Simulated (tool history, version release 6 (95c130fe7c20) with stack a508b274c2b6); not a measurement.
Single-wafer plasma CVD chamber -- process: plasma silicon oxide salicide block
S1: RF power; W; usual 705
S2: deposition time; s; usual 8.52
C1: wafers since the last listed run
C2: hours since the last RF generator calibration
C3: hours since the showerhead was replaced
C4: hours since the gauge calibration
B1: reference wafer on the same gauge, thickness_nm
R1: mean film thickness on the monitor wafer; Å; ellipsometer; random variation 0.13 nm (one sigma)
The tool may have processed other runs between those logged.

run   hour   S1     S2    C1      C2      C3     C4      B1      R1
  1    0.0  705   8.52     0  1809.2  3263.1   42.7  75.022  841.36
  2   22.0  705   8.52   595  1831.2  3285.1   64.7  75.031  842.90
  3   56.9  705   8.52   944  1866.1  3320.0   99.6  74.988  842.75
  4   79.8  705   8.52   619  1889.0  3342.9  122.5  75.006  841.23
  5  101.6  705   8.52   590  1910.8  3364.7  144.3  74.980  840.99
  6  117.3  765   7.44   424  1926.5  3380.4  160.0  75.019  747.72
  7  149.9  765   7.44   882  1959.1  3413.0  192.6  74.952  746.57
  8  214.9  705   7.96  1759  2024.1  3478.0  257.6  75.003  783.27
  9  245.3  705   7.96   822  2054.5  3508.4  288.0  74.970  782.68
 10  276.7  645   8.99   849  2085.9  3539.8  319.4  74.970  869.03
 11  295.0  755   7.60   495  2104.2  3558.1  337.7  74.984  763.69
 12  324.8  755   7.60   806  2134.0  3587.9  367.5  75.026  760.83
 13  343.9  600   8.52   516  2153.1  3607.0  386.6  75.002  814.72
 14  367.0  705   8.52   625  2176.2  3630.1  409.7  74.986  841.11
 15  385.3  620   9.83   495  2194.5  3648.4  428.0  75.002  947.92
     421.2  -- showerhead replaced
 16  421.7  775   8.99   768  2230.9     0.5  464.4  75.008  904.50
 17  439.4  590   6.94   479  2248.6    18.2  482.1  74.998  662.39
 18  458.9  815   7.80   527  2268.1    37.7  501.6  75.031  794.51
     467.8  -- RF generator calibrated
 19  484.6  705   8.52   479    16.8    63.4  527.3  75.031  838.98
 20  508.7  770   7.79   652    40.9    87.5  551.4  75.048  783.43
 21  521.4  620   8.03   343    53.6   100.2  564.1  75.046  774.46
     525.7  -- gauge calibrated
 22  545.2  705   8.52   644    77.4   124.0   19.5  75.057  840.47
 23  579.9  705   9.51   939   112.1   158.7   54.2  74.974  938.04
 24  595.8  805   8.52   430   128.0   174.6   70.1  74.984  864.52
 25  608.1  705   8.52   332   140.3   186.9   82.4  75.050  840.41
 26  642.4  620   8.99   928   174.6   221.2  116.7  74.983  863.38
 27  674.0  625  10.21   855   206.2   252.8  148.3  74.998  984.92

What if the next run were any one of these 3? Each begins from the tool's condition after run 27:
  A  674.4  705  8.52  10  206.6  253.2  148.7   ?   ?
  B  674.4  840  7.64  10  206.6  253.2  148.7   ?   ?
  C  674.4  575  8.52  10  206.6  253.2  148.7   ?   ?

run      B1      R1
  A  74.978  841.93
  B  74.978  784.37
  C  74.978  807.26
With the hidden condition removed and each run's random variation left untouched, the same runs would have given:
run      R1
  A  841.93
  B  784.37
  C  807.26

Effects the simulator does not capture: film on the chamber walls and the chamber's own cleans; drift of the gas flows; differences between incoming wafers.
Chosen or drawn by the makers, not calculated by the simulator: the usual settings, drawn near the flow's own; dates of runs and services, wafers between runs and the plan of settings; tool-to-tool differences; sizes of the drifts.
